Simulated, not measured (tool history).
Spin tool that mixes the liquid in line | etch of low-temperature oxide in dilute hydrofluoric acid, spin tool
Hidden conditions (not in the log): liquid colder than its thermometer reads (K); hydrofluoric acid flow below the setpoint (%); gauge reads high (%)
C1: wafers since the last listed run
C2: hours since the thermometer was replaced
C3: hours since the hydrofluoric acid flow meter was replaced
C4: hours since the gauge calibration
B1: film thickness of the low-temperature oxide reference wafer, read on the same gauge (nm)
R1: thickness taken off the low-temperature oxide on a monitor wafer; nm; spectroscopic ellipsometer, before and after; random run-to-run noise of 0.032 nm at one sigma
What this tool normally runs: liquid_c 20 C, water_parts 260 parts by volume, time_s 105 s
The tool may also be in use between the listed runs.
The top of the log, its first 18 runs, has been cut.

{"run": 19, "hour": 518.8, "liquid_c": 20, "water_parts": 365, "time_s": 105, "C1": 220, "C2": 172.5, "C3": 1844, "C4": 136.8, "B1": 29.989, "R1": 3.047}
{"run": 20, "hour": 541.3, "liquid_c": 20, "water_parts": 260, "time_s": 105, "C1": 176, "C2": 195, "C3": 1866.5, "C4": 159.3, "B1": 30.031, "R1": 4.726}
{"run": 21, "hour": 565.1, "liquid_c": 20, "water_parts": 260, "time_s": 140, "C1": 186, "C2": 218.8, "C3": 1890.3, "C4": 183.1, "B1": 29.997, "R1": 6.238}
{"hour": 628.7, "done": "hydrofluoric acid flow meter replaced"}
{"run": 22, "hour": 644.6, "liquid_c": 17, "water_parts": 180, "time_s": 160, "C1": 615, "C2": 298.3, "C3": 15.9, "C4": 262.6, "B1": 29.993, "R1": 9.863}
{"run": 23, "hour": 677.4, "liquid_c": 20, "water_parts": 210, "time_s": 80, "C1": 257, "C2": 331.1, "C3": 48.7, "C4": 295.4, "B1": 30.01, "R1": 4.639}
{"run": 24, "hour": 765.3, "liquid_c": 23, "water_parts": 385, "time_s": 105, "C1": 689, "C2": 419, "C3": 136.6, "C4": 383.3, "B1": 29.993, "R1": 3.15}
{"run": 25, "hour": 779.6, "liquid_c": 20, "water_parts": 260, "time_s": 105, "C1": 112, "C2": 433.3, "C3": 150.9, "C4": 397.6, "B1": 30.028, "R1": 4.707}
{"run": 26, "hour": 812.8, "liquid_c": 20, "water_parts": 260, "time_s": 105, "C1": 260, "C2": 466.5, "C3": 184.1, "C4": 430.8, "B1": 29.98, "R1": 4.713}
{"run": 27, "hour": 827.3, "liquid_c": 22.5, "water_parts": 260, "time_s": 150, "C1": 113, "C2": 481, "C3": 198.6, "C4": 445.3, "B1": 29.998, "R1": 7.359}
{"run": 28, "hour": 851.5, "liquid_c": 20, "water_parts": 260, "time_s": 140, "C1": 189, "C2": 505.2, "C3": 222.8, "C4": 469.5, "B1": 30, "R1": 6.225}
{"run": 29, "hour": 883.1, "liquid_c": 17, "water_parts": 215, "time_s": 105, "C1": 247, "C2": 536.8, "C3": 254.4, "C4": 501.1, "B1": 30.016, "R1": 5.169}
{"run": 30, "hour": 911.4, "liquid_c": 17, "water_parts": 375, "time_s": 170, "C1": 222, "C2": 565.1, "C3": 282.7, "C4": 529.4, "B1": 30.018, "R1": 4.225}
{"run": 31, "hour": 934.9, "liquid_c": 20, "water_parts": 330, "time_s": 120, "C1": 184, "C2": 588.6, "C3": 306.2, "C4": 552.9, "B1": 29.994, "R1": 3.913}

Alternative continuations, all from the tool just after run 31; predict every row:
{"run": "A", "hour": 935.3, "liquid_c": 20, "water_parts": 260, "time_s": 105, "C1": 3, "C2": 589, "C3": 306.6, "C4": 553.3, "B1": "?", "R1": "?"}
{"run": "B", "hour": 935.3, "liquid_c": 18, "water_parts": 165, "time_s": 105, "C1": 3, "C2": 589, "C3": 306.6, "C4": 553.3, "B1": "?", "R1": "?"}
{"run": "C", "hour": 935.3, "liquid_c": 20, "water_parts": 260, "time_s": 150, "C1": 3, "C2": 589, "C3": 306.6, "C4": 553.3, "B1": "?", "R1": "?"}

run=A B1=29.976 R1=4.682
run=B B1=29.976 R1=7.455
run=C B1=29.976 R1=6.688
With the hidden condition removed and each run's random variation left untouched, the same runs would have given:
run=A R1=4.802
run=B R1=7.663
run=C R1=6.861
